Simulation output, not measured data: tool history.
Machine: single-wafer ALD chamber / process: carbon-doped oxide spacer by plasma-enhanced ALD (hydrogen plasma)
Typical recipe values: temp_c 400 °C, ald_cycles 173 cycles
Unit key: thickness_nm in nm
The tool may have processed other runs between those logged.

run	hour	temp_c	ald_cycles	wafers since the last listed run	hours since the last thermocouple change	hours since the gauge calibration	read-back reference wafer on the same gauge, thickness_nm	thickness_nm
1	0	400	193	0	1006.3	333.5	7.801	10.613
2	26	400	193	49	1032.3	359.5	7.813	10.59
3	38.8	400	193	24	1045.1	372.3	7.813	10.565
4	68.2	400	173	56	1074.5	401.7	7.837	9.512
5	82.1	400	173	26	1088.4	415.6	7.827	9.465
6	111.7	400	173	56	1118	445.2	7.847	9.532
7	146.4	400	173	66	1152.7	479.9	7.849	9.476
# hour 166.5: gauge calibrated
8	171.7	400	173	48	1178	5.2	7.72	9.349
9	206.3	400	173	66	1212.6	39.8	7.726	9.385
10	239.9	400	202	64	1246.2	73.4	7.734	10.911
# hour 280.5: thermocouple changed; heater temperature recalibrated
11	281	394	199	63	0.5	114.5	7.75	10.849
12	294.1	400	202	25	13.6	127.6	7.75	10.952
13	315.2	400	173	40	34.7	148.7	7.763	9.433
14	350	400	145	66	69.5	183.5	7.762	7.952
15	370.6	400	195	39	90.1	204.1	7.775	10.633
16	393.1	400	173	43	112.6	226.6	7.776	9.463
17	425.8	394	173	62	145.3	259.3	7.792	9.512
18	447.1	408	152	40	166.6	280.6	7.802	8.133

What if the next run were any one of these 5? Each begins from the tool's condition after run 18:
A	447.8	412	173	1	167.3	281.3	?	?
B	447.8	405	145	1	167.3	281.3	?	?
C	447.8	396	201	1	167.3	281.3	?	?
D	447.8	394	205	1	167.3	281.3	?	?
E	447.8	393	190	1	167.3	281.3	?	?

run	read-back reference wafer on the same gauge, thickness_nm	thickness_nm
A	7.799	9.137
B	7.799	7.804
C	7.799	10.963
D	7.799	11.182
E	7.799	10.363
Take away the tool's hidden state, keep each run's random variation, and the runs would have read:
run	thickness_nm
A	9.011
B	7.697
C	10.812
D	11.027
E	10.22
